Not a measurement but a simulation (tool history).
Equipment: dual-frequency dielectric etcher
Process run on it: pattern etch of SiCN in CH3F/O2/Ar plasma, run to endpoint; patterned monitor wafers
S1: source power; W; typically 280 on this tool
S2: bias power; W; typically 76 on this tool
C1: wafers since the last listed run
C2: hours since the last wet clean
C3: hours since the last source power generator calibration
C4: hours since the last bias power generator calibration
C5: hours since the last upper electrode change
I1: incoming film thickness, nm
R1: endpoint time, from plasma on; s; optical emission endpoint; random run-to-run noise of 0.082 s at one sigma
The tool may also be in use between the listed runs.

run,hour,S1,S2,C1,C2,C3,C4,C5,I1,R1
1,0.0,280,76,0,20.8,1822.3,3105.9,1711.4,7.14,20.6
2,92.1,280,66,1366,112.9,1914.4,3198.0,1803.5,7.16,21.3
# hour 146.1: wet clean of the chamber, repeated, since the last time left the tool worse
3,146.6,280,66,452,0.5,1968.9,3252.5,1858.0,7.06,22.3
4,147.0,320,64,5,0.9,1969.3,3252.9,1858.4,7.06,21.3
5,171.9,320,64,369,25.8,1994.2,3277.8,1883.3,7.12,21.5
6,200.0,320,64,416,53.9,2022.3,3305.9,1911.4,7.16,21.4
7,220.7,280,90,307,74.6,2043.0,3326.6,1932.1,7.12,20.7
# hour 231.3: bias power generator calibrated
8,240.6,280,90,235,94.5,2062.9,9.3,1952.0,7.17,20.9
# hour 286.0: upper electrode replaced
9,339.9,280,86,1116,193.8,2162.2,108.6,53.9,7.09,20.8
10,367.6,280,86,410,221.5,2189.9,136.3,81.6,7.06,20.6
11,386.3,320,92,277,240.2,2208.6,155.0,100.3,7.09,19.5
12,399.9,300,69,201,253.8,2222.2,168.6,113.9,7.07,21.2
13,424.8,280,76,369,278.7,2247.1,193.5,138.8,7.08,21.3
14,439.5,280,76,218,293.4,2261.8,208.2,153.5,7.06,21.2
15,465.0,300,65,378,318.9,2287.3,233.7,179.0,7.07,21.5
# hour 484.3: source power generator calibrated
16,495.7,280,76,396,349.6,11.4,264.4,209.7,7.07,21.2
17,530.6,280,76,517,384.5,46.3,299.3,244.6,7.05,21.3
18,551.7,280,76,312,405.6,67.4,320.4,265.7,7.06,21.1
19,584.2,320,82,482,438.1,99.9,352.9,298.2,7.11,20.0
20,609.8,280,76,379,463.7,125.5,378.5,323.8,7.04,21.0
21,628.0,330,66,269,481.9,143.7,396.7,342.0,7.07,20.4
# hour 653.4: wet clean of the chamber
22,655.4,280,62,50,2.0,171.1,424.1,369.4,7.10,22.8
23,686.9,320,64,467,33.5,202.6,455.6,400.9,7.16,21.5
24,701.8,240,66,221,48.4,217.5,470.5,415.8,7.09,23.5
25,734.2,300,67,480,80.8,249.9,502.9,448.2,7.11,21.9
26,768.8,280,90,513,115.4,284.5,537.5,482.8,7.10,20.8
27,786.4,230,85,261,133.0,302.1,555.1,500.4,7.16,22.7
28,820.5,310,88,505,167.1,336.2,589.2,534.5,7.13,20.2
29,853.2,210,91,485,199.8,368.9,621.9,567.2,7.08,22.8
30,882.3,280,68,431,228.9,398.0,651.0,596.3,7.03,22.0
31,917.3,230,76,519,263.9,433.0,686.0,631.3,7.16,23.3
32,932.4,330,66,223,279.0,448.1,701.1,646.4,7.12,20.9
33,956.2,230,87,353,302.8,471.9,724.9,670.2,7.08,22.2
34,984.2,310,83,415,330.8,499.9,752.9,698.2,7.16,20.3

How would selected steps in R1 from run to run divide? Give the signed amount a tool lacking its hidden state would still show from settings, what came in and random variation, and the signed amount left for the hidden state, including any gauge scatter that is not in both of the compared results.
Hidden state present: etch rate over this chamber's usual, %; source power that arrives over what is set, %; bias power that arrives over what is set, %.
Run 1 -> 2: S2 76 -> 66. R1 +0.7 s: hidden state -0.1, all else +0.8.
Run 2 -> 3: wet clean of the chamber, repeated, since the last time left the tool worse. R1 +1.0 s: hidden state +1.3, all else -0.3.
Run 21 -> 22: S1 330 -> 280, S2 66 -> 62, wet clean of the chamber. R1 +2.4 s: hidden state +0.6, all else +1.8.
Run 27 -> 28: S1 230 -> 310, S2 85 -> 88. R1 -2.5 s: hidden state -0.1, all else -2.4.
Run 28 -> 29: S1 310 -> 210, S2 88 -> 91. R1 +2.6 s: hidden state -0.1, all else +2.7.
